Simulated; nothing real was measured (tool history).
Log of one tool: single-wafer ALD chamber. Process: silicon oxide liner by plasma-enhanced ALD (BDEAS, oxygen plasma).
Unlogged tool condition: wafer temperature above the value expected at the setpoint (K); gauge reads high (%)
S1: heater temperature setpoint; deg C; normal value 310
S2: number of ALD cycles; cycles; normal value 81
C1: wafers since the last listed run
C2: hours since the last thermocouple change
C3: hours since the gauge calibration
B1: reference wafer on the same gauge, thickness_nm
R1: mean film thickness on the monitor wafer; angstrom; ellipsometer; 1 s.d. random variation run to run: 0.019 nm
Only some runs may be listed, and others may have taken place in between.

run	day	S1	S2	C1	C2	C3	B1	R1
1	0	315	89	0	1179.5	671.3	8.366	81.65
2	2.054	310	81	257	1228.8	720.6	8.359	74.51
3	4.5	310	81	306	1287.5	779.3	8.36	74.49
4	7.075	310	81	323	1349.3	841.1	8.361	74.43
5	13.296	310	81	780	1498.6	990.4	8.356	74.55
6	14.717	310	81	178	1532.7	1024.5	8.364	74.64
7	17.704	310	81	374	1604.4	1096.2	8.363	74.56
8	19.658	310	81	245	1651.3	1143.1	8.356	74.49
9	21.742	310	81	261	1701.3	1193.1	8.361	74.17
10	27.033	310	81	664	1828.3	1320.1	8.363	74.59
11	29.754	310	81	341	1893.6	1385.4	8.368	74.36
12	31.779	302	81	254	1942.2	1434	8.362	75.44
13	34.238	302	81	308	2001.2	1493	8.362	75.05
14	35.796	310	91	195	2038.6	1530.4	8.354	83.04
# day 38.825: thermocouple changed; heater temperature recalibrated
15	38.846	310	81	340	0.5	1603.6	8.357	75.17
16	40.933	324	74	262	50.6	1653.7	8.364	67.13
17	43.246	310	81	290	106.1	1709.2	8.359	75.4
18	46.129	310	81	361	175.3	1778.4	8.359	75.47
19	47.579	317	87	181	210.1	1813.2	8.361	79.77
20	54.017	303	65	808	364.6	1967.7	8.358	60.95
21	56.729	314	92	340	429.7	2032.8	8.363	84.21
22	58.596	298	91	234	474.5	2077.6	8.362	86.61
# day 58.979: gauge calibrated
23	59.929	310	81	167	506.5	22.8	8.36	75.14
24	62.3	298	91	297	563.4	79.7	8.365	86.24
25	64.525	310	90	279	616.8	133.1	8.358	83.13
26	71.296	316	68	849	779.3	295.6	8.36	62.42
27	72.358	301	70	133	804.8	321.1	8.36	65.63
28	75.054	310	81	338	869.5	385.8	8.363	75.15

Consider 5 possible next runs. They are alternatives, not a sequence: every one starts from the tool as it was left by run 28. What does each give?
A	75.075	318	81	2	870	386.3	?	?
B	75.075	315	81	2	870	386.3	?	?
C	75.075	300	87	2	870	386.3	?	?
D	75.075	310	73	2	870	386.3	?	?
E	75.075	296	94	2	870	386.3	?	?

run	B1	R1
A	8.356	73.73
B	8.356	74.09
C	8.356	81.55
D	8.356	67.32
E	8.356	89.58
The same runs, with their run-to-run variation unchanged, on a tool lacking any hidden condition would have given:
run	R1
A	73.87
B	74.23
C	81.94
D	67.45
E	90
